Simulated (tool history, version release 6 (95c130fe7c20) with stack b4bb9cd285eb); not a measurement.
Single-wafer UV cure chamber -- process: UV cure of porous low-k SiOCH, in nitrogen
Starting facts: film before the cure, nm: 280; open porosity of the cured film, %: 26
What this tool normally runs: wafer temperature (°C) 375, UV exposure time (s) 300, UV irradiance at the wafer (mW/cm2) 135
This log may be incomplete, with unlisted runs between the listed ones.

run      day  wafer temperature (°C)  UV exposure time (s)  UV irradiance at the wafer (mW/cm2)  wafers since the last listed run  hours since the UV bulbs were replaced  wafers since the quartz window was cleaned  loss of film thickness in the cure (%)
  1    0.000                     375                   300                                  152                                 0                                  1598.7                                        4867                                  14.371
       0.696  -- quartz window cleaned
  2    3.171                     375                   300                                  152                               535                                  1674.8                                         466                                  14.144
  3    5.471                     362                   195                                  135                               433                                  1730.0                                         900                                  11.478
  4    9.379                     362                   195                                  135                               736                                  1823.8                                        1637                                  11.528
  5   11.329                     362                   195                                  135                               367                                  1870.6                                        2005                                  11.334
  6   15.000                     375                   300                                  135                               692                                  1958.7                                        2697                                  13.366
  7   19.454                     375                   300                                  135                               839                                  2065.6                                        3537                                  13.984
  8   23.746                     375                   300                                  135                               809                                  2168.6                                        4346                                  13.849
      25.225  -- quartz window cleaned
  9   27.371                     375                   300                                  135                               620                                  2255.6                                         404                                  13.866
 10   31.412                     375                   300                                  135                               762                                  2352.6                                        1166                                  13.671
 11   34.250                     382                   300                                  127                               535                                  2420.7                                        1701                                  13.680
 12   37.312                     382                   300                                  127                               577                                  2494.2                                        2278                                  13.310
 13   40.104                     382                   300                                  127                               526                                  2561.2                                        2805                                  13.363
 14   43.525                     384                   300                                  135                               645                                  2643.3                                        3450                                  13.505
 15   45.133                     384                   300                                  135                               303                                  2681.9                                        3753                                  13.818
      46.512  -- UV bulbs replaced
 16   46.808                     384                   300                                  135                               252                                     7.1                                        4006                                  14.346
 17   49.112                     375                   300                                  135                               434                                    62.4                                        4440                                  14.273
      49.662  -- quartz window cleaned
 18   52.808                     375                   300                                  135                               634                                   151.1                                         593                                  14.163
 19   64.058                     375                   300                                  104                              2121                                   421.1                                        2714                                  12.771
 20   66.504                     375                   300                                  104                               461                                   479.8                                        3175                                  12.845
 21   69.721                     375                   300                                  104                               606                                   557.0                                        3782                                  12.774
      73.675  -- quartz window cleaned
 22   74.204                     392                   250                                  120                               782                                   664.6                                          99                                  13.016
 23   76.629                     381                   180                                  103                               457                                   722.8                                         557                                  10.740
 24   78.388                     375                   210                                   97                               331                                   765.0                                         888                                  10.849
 25   82.196                     365                   300                                  135                               718                                   856.4                                        1606                                  13.815
 26   84.712                     375                   215                                  109                               474                                   916.8                                        2081                                  11.383
 27   87.996                     366                   300                                  135                               619                                   995.6                                        2700                                  13.542
 28   92.288                     375                   135                                  111                               809                                  1098.6                                        3509                                   9.445
 29   94.488                     375                   300                                  135                               414                                  1151.4                                        3924                                  13.820
 30   97.138                     375                   300                                  135                               499                                  1215.0                                        4423                                  14.207
 31  100.462                     375                   390                                  135                               626                                  1294.8                                        5050                                  14.970
     101.325  -- quartz window cleaned
 32  103.562                     375                   300                                  135                               521                                  1369.2                                         421                                  13.728
 33  106.808                     382                   300                                  127                               612                                  1447.1                                        1033                                  13.401
 34  109.900                     375                   300                                  145                               582                                  1521.3                                        1616                                  13.893
 35  112.817                     375                   300                                  135                               549                                  1591.3                                        2166                                  14.030
 36  116.104                     367                   360                                   96                               619                                  1670.2                                        2786                                  12.821
 37  119.817                     369                   300                                  115                               699                                  1759.3                                        3486                                  12.674
 38  123.767                     375                   300                                  135                               744                                  1854.1                                        4231                                  13.635
 39  125.629                     375                   465                                  173                               351                                  1898.8                                        4582                                  16.995
 40  128.117                     382                   300                                  127                               469                                  1958.5                                        5051                                  13.360
     129.688  -- quartz window cleaned
 41  131.262                     358                   180                                  135                               530                                  2034.0                                         296                                  10.592
 42  134.142                     375                   300                                  135                               542                                  2103.1                                         839                                  13.588

Alternative continuations, all from the tool just after run 42; predict every row:
  A  134.162                     375                   300                                  135                                 3                                  2103.6                                         843                                       ?
  B  134.162                     375                   185                                  135                                 3                                  2103.6                                         843                                       ?
  C  134.162                     367                   185                                   95                                 3                                  2103.6                                         843                                       ?
  D  134.162                     375                   300                                  169                                 3                                  2103.6                                         843                                       ?

run  loss of film thickness in the cure (%)
  A                                  13.662
  B                                  11.442
  C                                   9.748
  D                                  14.724
What these runs would have given with no unlogged condition in the tool:
run  loss of film thickness in the cure (%)
  A                                  14.520
  B                                  12.264
  C                                  10.540
  D                                  15.591
